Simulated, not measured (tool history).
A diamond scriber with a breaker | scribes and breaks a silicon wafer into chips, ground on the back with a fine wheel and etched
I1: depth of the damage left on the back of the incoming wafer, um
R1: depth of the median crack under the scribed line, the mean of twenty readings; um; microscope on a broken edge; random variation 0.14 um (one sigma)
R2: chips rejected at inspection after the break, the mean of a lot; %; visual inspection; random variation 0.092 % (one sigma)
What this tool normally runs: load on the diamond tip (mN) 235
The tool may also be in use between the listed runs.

run 1 hour=0.0 | load_on_the_diamond_tip_(mN)=235 | I1=0.31 | R1=11.80 R2=2.17
run 2 hour=29.7 | load_on_the_diamond_tip_(mN)=235 | I1=0.68 | R1=11.54 R2=2.15
-- hour=39.7 diamond tip replaced by a new one
run 3 hour=69.0 | load_on_the_diamond_tip_(mN)=235 | I1=0.32 | R1=12.62 R2=1.98
run 4 hour=130.4 | load_on_the_diamond_tip_(mN)=235 | I1=0.65 | R1=12.45 R2=2.16
run 5 hour=177.3 | load_on_the_diamond_tip_(mN)=235 | I1=0.39 | R1=11.99 R2=2.12
run 6 hour=247.4 | load_on_the_diamond_tip_(mN)=235 | I1=0.70 | R1=12.19 R2=2.04
run 7 hour=288.9 | load_on_the_diamond_tip_(mN)=235 | I1=0.60 | R1=12.05 R2=1.99
-- hour=326.4 diamond tip replaced by a new one
run 8 hour=357.4 | load_on_the_diamond_tip_(mN)=235 | I1=0.63 | R1=12.85 R2=2.15
run 9 hour=414.0 | load_on_the_diamond_tip_(mN)=235 | I1=0.53 | R1=12.76 R2=2.00
run 10 hour=470.7 | load_on_the_diamond_tip_(mN)=186 | I1=0.44 | R1=10.77 R2=3.62
run 11 hour=505.1 | load_on_the_diamond_tip_(mN)=268 | I1=0.45 | R1=13.21 R2=2.27
-- hour=550.7 diamond tip replaced by a new one
-- hour=550.9 load on the tip recalibrated
run 12 hour=554.9 | load_on_the_diamond_tip_(mN)=264 | I1=0.79 | R1=13.60 R2=3.04
run 13 hour=603.6 | load_on_the_diamond_tip_(mN)=235 | I1=0.54 | R1=12.17 R2=1.94
run 14 hour=655.7 | load_on_the_diamond_tip_(mN)=208 | I1=0.63 | R1=11.47 R2=2.85
run 15 hour=774.4 | load_on_the_diamond_tip_(mN)=186 | I1=0.38 | R1=10.54 R2=4.77
-- hour=834.6 diamond tip replaced by a new one
run 16 hour=835.1 | load_on_the_diamond_tip_(mN)=269 | I1=0.47 | R1=13.73 R2=2.95
run 17 hour=896.5 | load_on_the_diamond_tip_(mN)=235 | I1=0.70 | R1=12.36 R2=1.89
run 18 hour=923.7 | load_on_the_diamond_tip_(mN)=194 | I1=0.77 | R1=10.90 R2=3.43
run 19 hour=973.6 | load_on_the_diamond_tip_(mN)=197 | I1=0.38 | R1=10.80 R2=3.48
run 20 hour=1007.8 | load_on_the_diamond_tip_(mN)=284 | I1=0.76 | R1=13.12 R2=2.53
run 21 hour=1063.9 | load_on_the_diamond_tip_(mN)=186 | I1=0.45 | R1=10.43 R2=4.47

3 options for the next run, each taken on its own from the tool as it stands now. Forecast them:
run A hour=1064.5 | load_on_the_diamond_tip_(mN)=292 | I1=0.32 | R1=? R2=?
run B hour=1064.5 | load_on_the_diamond_tip_(mN)=256 | I1=0.32 | R1=? R2=?
run C hour=1064.5 | load_on_the_diamond_tip_(mN)=214 | I1=0.32 | R1=? R2=?

run=A R1=13.37 R2=2.92
run=B R1=12.37 R2=2.19
run=C R1=11.15 R2=2.99
With no hidden state in the tool, these same runs would have given:
run=A R1=13.90 R2=3.71
run=B R1=12.86 R2=2.41
run=C R1=11.60 R2=2.45
